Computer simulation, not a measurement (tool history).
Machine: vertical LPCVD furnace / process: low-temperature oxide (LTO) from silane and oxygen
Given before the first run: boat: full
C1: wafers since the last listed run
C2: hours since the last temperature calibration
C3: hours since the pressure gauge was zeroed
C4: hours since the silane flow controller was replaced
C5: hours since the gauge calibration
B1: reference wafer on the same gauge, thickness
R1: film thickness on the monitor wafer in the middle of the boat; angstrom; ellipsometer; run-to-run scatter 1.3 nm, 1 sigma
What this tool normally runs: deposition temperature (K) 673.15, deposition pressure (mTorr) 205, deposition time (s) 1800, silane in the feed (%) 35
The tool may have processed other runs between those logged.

run 1 hour=0.0 | deposition_temperature_(K)=673.15 deposition_pressure_(mTorr)=225 deposition_time_(s)=1800 silane_in_the_feed_(%)=35 | C1=0 C2=813.0 C3=1342.3 C4=3282.0 C5=1107.8 | B1=209.92 | R1=2310.3
run 2 hour=64.3 | deposition_temperature_(K)=673.15 deposition_pressure_(mTorr)=225 deposition_time_(s)=1800 silane_in_the_feed_(%)=35 | C1=1083 C2=877.3 C3=1406.6 C4=3346.3 C5=1172.1 | B1=210.05 | R1=2304.3
run 3 hour=109.9 | deposition_temperature_(K)=673.15 deposition_pressure_(mTorr)=225 deposition_time_(s)=1800 silane_in_the_feed_(%)=35 | C1=768 C2=922.9 C3=1452.2 C4=3391.9 C5=1217.7 | B1=210.40 | R1=2305.6
run 4 hour=168.2 | deposition_temperature_(K)=673.15 deposition_pressure_(mTorr)=205 deposition_time_(s)=1800 silane_in_the_feed_(%)=35 | C1=982 C2=981.2 C3=1510.5 C4=3450.2 C5=1276.0 | B1=209.70 | R1=2110.6
run 5 hour=249.5 | deposition_temperature_(K)=673.15 deposition_pressure_(mTorr)=205 deposition_time_(s)=1800 silane_in_the_feed_(%)=35 | C1=1369 C2=1062.5 C3=1591.8 C4=3531.5 C5=1357.3 | B1=210.15 | R1=2125.1
run 6 hour=316.4 | deposition_temperature_(K)=673.15 deposition_pressure_(mTorr)=205 deposition_time_(s)=1800 silane_in_the_feed_(%)=35 | C1=1127 C2=1129.4 C3=1658.7 C4=3598.4 C5=1424.2 | B1=209.84 | R1=2137.4
run 7 hour=406.4 | deposition_temperature_(K)=673.15 deposition_pressure_(mTorr)=175 deposition_time_(s)=1800 silane_in_the_feed_(%)=35 | C1=1516 C2=1219.4 C3=1748.7 C4=3688.4 C5=1514.2 | B1=210.09 | R1=1798.2
run 8 hour=500.1 | deposition_temperature_(K)=673.15 deposition_pressure_(mTorr)=175 deposition_time_(s)=1800 silane_in_the_feed_(%)=35 | C1=1578 C2=1313.1 C3=1842.4 C4=3782.1 C5=1607.9 | B1=210.15 | R1=1825.0
run 9 hour=574.7 | deposition_temperature_(K)=673.15 deposition_pressure_(mTorr)=180 deposition_time_(s)=1800 silane_in_the_feed_(%)=35 | C1=1257 C2=1387.7 C3=1917.0 C4=3856.7 C5=1682.5 | B1=209.97 | R1=1879.2
run 10 hour=627.3 | deposition_temperature_(K)=673.15 deposition_pressure_(mTorr)=180 deposition_time_(s)=1800 silane_in_the_feed_(%)=35 | C1=886 C2=1440.3 C3=1969.6 C4=3909.3 C5=1735.1 | B1=209.93 | R1=1886.5
run 11 hour=909.0 | deposition_temperature_(K)=673.15 deposition_pressure_(mTorr)=205 deposition_time_(s)=1800 silane_in_the_feed_(%)=40 | C1=4746 C2=1722.0 C3=2251.3 C4=4191.0 C5=2016.8 | B1=209.82 | R1=2599.6
-- hour=982.5 silane flow controller replaced
run 12 hour=983.0 | deposition_temperature_(K)=673.15 deposition_pressure_(mTorr)=205 deposition_time_(s)=1800 silane_in_the_feed_(%)=40 | C1=842 C2=1796.0 C3=2325.3 C4=0.5 C5=2090.8 | B1=210.07 | R1=2735.7
-- hour=1037.9 thermocouples replaced and temperature profile calibrated
run 13 hour=1086.1 | deposition_temperature_(K)=673.15 deposition_pressure_(mTorr)=205 deposition_time_(s)=1800 silane_in_the_feed_(%)=40 | C1=1332 C2=48.2 C3=2428.4 C4=103.6 C5=2193.9 | B1=209.81 | R1=2585.8
run 14 hour=1186.9 | deposition_temperature_(K)=673.15 deposition_pressure_(mTorr)=165 deposition_time_(s)=1800 silane_in_the_feed_(%)=31 | C1=1698 C2=149.0 C3=2529.2 C4=204.4 C5=2294.7 | B1=210.05 | R1=1500.1
-- hour=1216.1 pressure gauge zeroed
run 15 hour=1241.2 | deposition_temperature_(K)=673.15 deposition_pressure_(mTorr)=165 deposition_time_(s)=1800 silane_in_the_feed_(%)=31 | C1=510 C2=203.3 C3=25.1 C4=258.7 C5=2349.0 | B1=209.63 | R1=1497.2
run 16 hour=1329.1 | deposition_temperature_(K)=669.15 deposition_pressure_(mTorr)=235 deposition_time_(s)=1800 silane_in_the_feed_(%)=32 | C1=1481 C2=291.2 C3=113.0 C4=346.6 C5=2436.9 | B1=209.69 | R1=2112.5
run 17 hour=1413.2 | deposition_temperature_(K)=673.15 deposition_pressure_(mTorr)=205 deposition_time_(s)=1800 silane_in_the_feed_(%)=35 | C1=1417 C2=375.3 C3=197.1 C4=430.7 C5=2521.0 | B1=210.04 | R1=2189.0
run 18 hour=1518.7 | deposition_temperature_(K)=673.15 deposition_pressure_(mTorr)=245 deposition_time_(s)=1800 silane_in_the_feed_(%)=35 | C1=1777 C2=480.8 C3=302.6 C4=536.2 C5=2626.5 | B1=210.03 | R1=2615.7
run 19 hour=1579.5 | deposition_temperature_(K)=661.15 deposition_pressure_(mTorr)=165 deposition_time_(s)=2070 silane_in_the_feed_(%)=28 | C1=1024 C2=541.6 C3=363.4 C4=597.0 C5=2687.3 | B1=209.82 | R1=1256.7
run 20 hour=1661.9 | deposition_temperature_(K)=673.15 deposition_pressure_(mTorr)=205 deposition_time_(s)=1800 silane_in_the_feed_(%)=40 | C1=1388 C2=624.0 C3=445.8 C4=679.4 C5=2769.7 | B1=210.17 | R1=2596.4
-- hour=1691.7 gauge calibrated
run 21 hour=1699.6 | deposition_temperature_(K)=673.15 deposition_pressure_(mTorr)=180 deposition_time_(s)=2160 silane_in_the_feed_(%)=38 | C1=635 C2=661.7 C3=483.5 C4=717.1 C5=7.9 | B1=209.99 | R1=2552.7
run 22 hour=1798.2 | deposition_temperature_(K)=673.15 deposition_pressure_(mTorr)=205 deposition_time_(s)=1230 silane_in_the_feed_(%)=33 | C1=1661 C2=760.3 C3=582.1 C4=815.7 C5=106.5 | B1=210.27 | R1=1373.8
run 23 hour=1895.4 | deposition_temperature_(K)=669.15 deposition_pressure_(mTorr)=160 deposition_time_(s)=2400 silane_in_the_feed_(%)=41 | C1=1637 C2=857.5 C3=679.3 C4=912.9 C5=203.7 | B1=210.10 | R1=2645.1
run 24 hour=1958.3 | deposition_temperature_(K)=678.15 deposition_pressure_(mTorr)=190 deposition_time_(s)=1200 silane_in_the_feed_(%)=38 | C1=1059 C2=920.4 C3=742.2 C4=975.8 C5=266.6 | B1=209.76 | R1=1588.2
run 25 hour=1997.0 | deposition_temperature_(K)=673.15 deposition_pressure_(mTorr)=205 deposition_time_(s)=1800 silane_in_the_feed_(%)=35 | C1=652 C2=959.1 C3=780.9 C4=1014.5 C5=305.3 | B1=210.30 | R1=2163.8
run 26 hour=2114.3 | deposition_temperature_(K)=673.15 deposition_pressure_(mTorr)=205 deposition_time_(s)=1800 silane_in_the_feed_(%)=29 | C1=1976 C2=1076.4 C3=898.2 C4=1131.8 C5=422.6 | B1=210.36 | R1=1681.8
run 27 hour=2221.1 | deposition_temperature_(K)=673.15 deposition_pressure_(mTorr)=165 deposition_time_(s)=1800 silane_in_the_feed_(%)=31 | C1=1799 C2=1183.2 C3=1005.0 C4=1238.6 C5=529.4 | B1=210.43 | R1=1470.7
run 28 hour=2296.0 | deposition_temperature_(K)=680.15 deposition_pressure_(mTorr)=205 deposition_time_(s)=1350 silane_in_the_feed_(%)=35 | C1=1262 C2=1258.1 C3=1079.9 C4=1313.5 C5=604.3 | B1=210.02 | R1=1773.6
run 29 hour=2363.7 | deposition_temperature_(K)=678.15 deposition_pressure_(mTorr)=205 deposition_time_(s)=1800 silane_in_the_feed_(%)=39 | C1=1140 C2=1325.8 C3=1147.6 C4=1381.2 C5=672.0 | B1=209.48 | R1=2671.7
run 30 hour=2419.6 | deposition_temperature_(K)=668.15 deposition_pressure_(mTorr)=225 deposition_time_(s)=2280 silane_in_the_feed_(%)=35 | C1=941 C2=1381.7 C3=1203.5 C4=1437.1 C5=727.9 | B1=209.68 | R1=2873.6
run 31 hour=2520.1 | deposition_temperature_(K)=673.15 deposition_pressure_(mTorr)=205 deposition_time_(s)=2370 silane_in_the_feed_(%)=35 | C1=1693 C2=1482.2 C3=1304.0 C4=1537.6 C5=828.4 | B1=209.94 | R1=2897.1

A few steps of R1 between consecutive runs. Split each: what settings, incoming material and random variation would produce without the hidden state, and what is left over for the hidden state, along with gauge scatter present in only one of the two compared results (measured, and without hidden state):
What the log doesn't record here: true tube temperature minus thermocouple reading, K; true pressure minus gauge reading, mTorr; deviation of the silane flow from its setpoint, %; gauge reads high (%).
Run 10 -> 11: deposition pressure (mTorr) 180 -> 205, silane in the feed (%) 35 -> 40. R1 +713.1 angstrom: hidden state +34.6, all else +678.5.
Run 11 -> 12: silane flow controller replaced. R1 +136.1 angstrom: hidden state +140.0, all else -3.9.
Run 12 -> 13: thermocouples replaced and temperature profile calibrated. R1 -149.9 angstrom: hidden state -117.9, all else -32.0.
Run 18 -> 19: deposition temperature (K) 673.15 -> 661.15, deposition pressure (mTorr) 245 -> 165, deposition time (s) 1800 -> 2070, silane in the feed (%) 35 -> 28. R1 -1359.0 angstrom: hidden state +2.6, all else -1361.6.
Run 19 -> 20: deposition temperature (K) 661.15 -> 673.15, deposition pressure (mTorr) 165 -> 205, deposition time (s) 2070 -> 1800, silane in the feed (%) 28 -> 40. R1 +1339.7 angstrom: hidden state -0.4, all else +1340.1.
Run 22 -> 23: deposition temperature (K) 673.15 -> 669.15, deposition pressure (mTorr) 205 -> 160, deposition time (s) 1230 -> 2400, silane in the feed (%) 33 -> 41. R1 +1271.3 angstrom: hidden state +1.8, all else +1269.5.
